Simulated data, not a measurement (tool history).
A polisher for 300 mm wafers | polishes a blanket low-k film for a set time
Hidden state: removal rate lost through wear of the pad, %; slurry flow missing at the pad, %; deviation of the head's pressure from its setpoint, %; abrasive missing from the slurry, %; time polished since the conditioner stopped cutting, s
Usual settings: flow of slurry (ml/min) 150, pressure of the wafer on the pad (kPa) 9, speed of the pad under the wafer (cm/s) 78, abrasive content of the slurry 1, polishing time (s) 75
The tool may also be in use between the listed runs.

| run | hour | flow of slurry (ml/min) | pressure of the wafer on the pad (kPa) | speed of the pad under the wafer (cm/s) | abrasive content of the slurry | polishing time (s) | wafers since the last listed run | wafers polished on this pad | hours since the slurry nozzle was cleaned | hours since the head pressure was calibrated | hours since the slurry blender was calibrated | hours since the conditioning disc was replaced | incoming thickness of the incoming film, nm | film removed (nm) |
|---|---|---|---|---|---|---|---|---|---|---|---|---|---|---|
| 1 | 0 | 150 | 9 | 78 | 1 | 75 | 0 | 197 | 112.3 | 699 | 158.6 | 70.1 | 769.7 | 17 |
|  | 29.7 | slurry blender recalibrated |
| 2 | 59.9 | 150 | 9 | 78 | 1 | 75 | 742 | 940 | 172.2 | 758.9 | 30.2 | 130 | 755.9 | 16.8 |
| 3 | 77.6 | 150 | 9 | 78 | 1 | 75 | 227 | 1167 | 189.9 | 776.6 | 47.9 | 147.7 | 764.1 | 16.6 |
| 4 | 101.2 | 150 | 9 | 78 | 1 | 75 | 302 | 1470 | 213.5 | 800.2 | 71.5 | 171.3 | 761 | 16.8 |
| 5 | 132.4 | 150 | 9 | 78 | 1 | 57 | 400 | 1871 | 244.7 | 831.4 | 102.7 | 202.5 | 757 | 12.4 |
| 6 | 151.4 | 150 | 9 | 78 | 1 | 57 | 243 | 2114 | 263.7 | 850.4 | 121.7 | 221.5 | 752.9 | 12.1 |
|  | 157.9 | slurry nozzle cleaned |
| 7 | 177.5 | 130 | 11 | 78 | 0.85 | 75 | 322 | 2437 | 19.6 | 876.5 | 147.8 | 247.6 | 760.9 | 15.7 |
| 8 | 203.3 | 185 | 9 | 78 | 1 | 75 | 331 | 2768 | 45.4 | 902.3 | 173.6 | 273.4 | 768.1 | 15.3 |
|  | 215.1 | worn pad replaced by a new one |
| 9 | 228.9 | 150 | 9 | 78 | 1.1 | 52 | 277 | 176 | 71 | 927.9 | 199.2 | 299 | 744.1 | 12.6 |
|  | 245.6 | slurry blender recalibrated |
| 10 | 246.1 | 165 | 7.6 | 66 | 1 | 51 | 195 | 371 | 88.2 | 945.1 | 0.5 | 316.2 | 758.9 | 9.6 |
| 11 | 268.3 | 150 | 6.9 | 92 | 0.75 | 84 | 284 | 656 | 110.4 | 967.3 | 22.7 | 338.4 | 769.1 | 16 |
|  | 356.4 | head pressure recalibrated |
| 12 | 364.2 | 150 | 9 | 78 | 1 | 75 | 1204 | 1861 | 206.3 | 7.8 | 118.6 | 434.3 | 762 | 16.1 |
| 13 | 394.1 | 150 | 9 | 78 | 1 | 75 | 383 | 2245 | 236.2 | 37.7 | 148.5 | 464.2 | 772.7 | 15.7 |
|  | 400.6 | worn pad replaced by a new one |
| 14 | 412.2 | 150 | 9 | 78 | 1 | 75 | 180 | 149 | 254.3 | 55.8 | 166.6 | 482.3 | 754.9 | 17.2 |
|  | 451.9 | slurry nozzle cleaned |
| 15 | 457.8 | 130 | 9 | 96 | 0.85 | 55 | 572 | 721 | 5.9 | 101.4 | 212.2 | 527.9 | 755 | 13 |
|  | 460.9 | slurry blender recalibrated |
|  | 468.4 | conditioning disc replaced and pad reconditioned |
| 16 | 483.6 | 125 | 11 | 78 | 1.2 | 54 | 279 | 1001 | 31.7 | 127.2 | 22.7 | 15.2 | 772.1 | 14.5 |
| 17 | 504.7 | 185 | 9 | 98 | 1 | 75 | 270 | 1272 | 52.8 | 148.3 | 43.8 | 36.3 | 764.2 | 20.8 |
| 18 | 528.4 | 115 | 9 | 78 | 1 | 75 | 304 | 1576 | 76.5 | 172 | 67.5 | 60 | 758.5 | 15.6 |
| 19 | 562.8 | 165 | 11 | 100 | 0.9 | 75 | 441 | 2017 | 110.9 | 206.4 | 101.9 | 94.4 | 763 | 20.5 |
|  | 593 | worn pad replaced by a new one |
| 20 | 593.5 | 185 | 9 | 98 | 1 | 75 | 342 | 5 | 141.6 | 237.1 | 132.6 | 125.1 | 753.8 | 21.6 |
| 21 | 620.2 | 150 | 5.5 | 78 | 1.1 | 75 | 342 | 348 | 168.3 | 263.8 | 159.3 | 151.8 | 761.8 | 13.9 |
| 22 | 633.6 | 150 | 9 | 78 | 1 | 75 | 171 | 520 | 181.7 | 277.2 | 172.7 | 165.2 | 748.5 | 17 |
|  | 646.1 | slurry blender recalibrated |
| 23 | 660.3 | 150 | 9 | 78 | 0.9 | 75 | 316 | 837 | 208.4 | 303.9 | 14.2 | 191.9 | 755 | 16.1 |
| 24 | 681.7 | 150 | 9 | 78 | 1 | 75 | 274 | 1112 | 229.8 | 325.3 | 35.6 | 213.3 | 771.8 | 16.9 |

Forecast each of these 5 alternatives for the next run:
| A | 682.1 | 150 | 9 | 78 | 1 | 100 | 5 | 1117 | 230.2 | 325.7 | 36 | 213.7 | 759.7 | ? |
| B | 682.1 | 150 | 9 | 78 | 0.8 | 75 | 5 | 1117 | 230.2 | 325.7 | 36 | 213.7 | 759.7 | ? |
| C | 682.1 | 170 | 6.2 | 78 | 1 | 75 | 5 | 1117 | 230.2 | 325.7 | 36 | 213.7 | 759.7 | ? |
| D | 682.1 | 195 | 11 | 78 | 0.9 | 75 | 5 | 1117 | 230.2 | 325.7 | 36 | 213.7 | 759.7 | ? |
| E | 682.1 | 150 | 10.3 | 78 | 1.1 | 75 | 5 | 1117 | 230.2 | 325.7 | 36 | 213.7 | 759.7 | ? |

| run | film removed (nm) |
|---|---|
| A | 22.8 |
| B | 15 |
| C | 14.3 |
| D | 19.2 |
| E | 19.6 |
Without the tool's hidden state the same runs would have given:
| run | film removed (nm) |
|---|---|
| A | 23.5 |
| B | 15.5 |
| C | 14.7 |
| D | 19.8 |
| E | 20.2 |
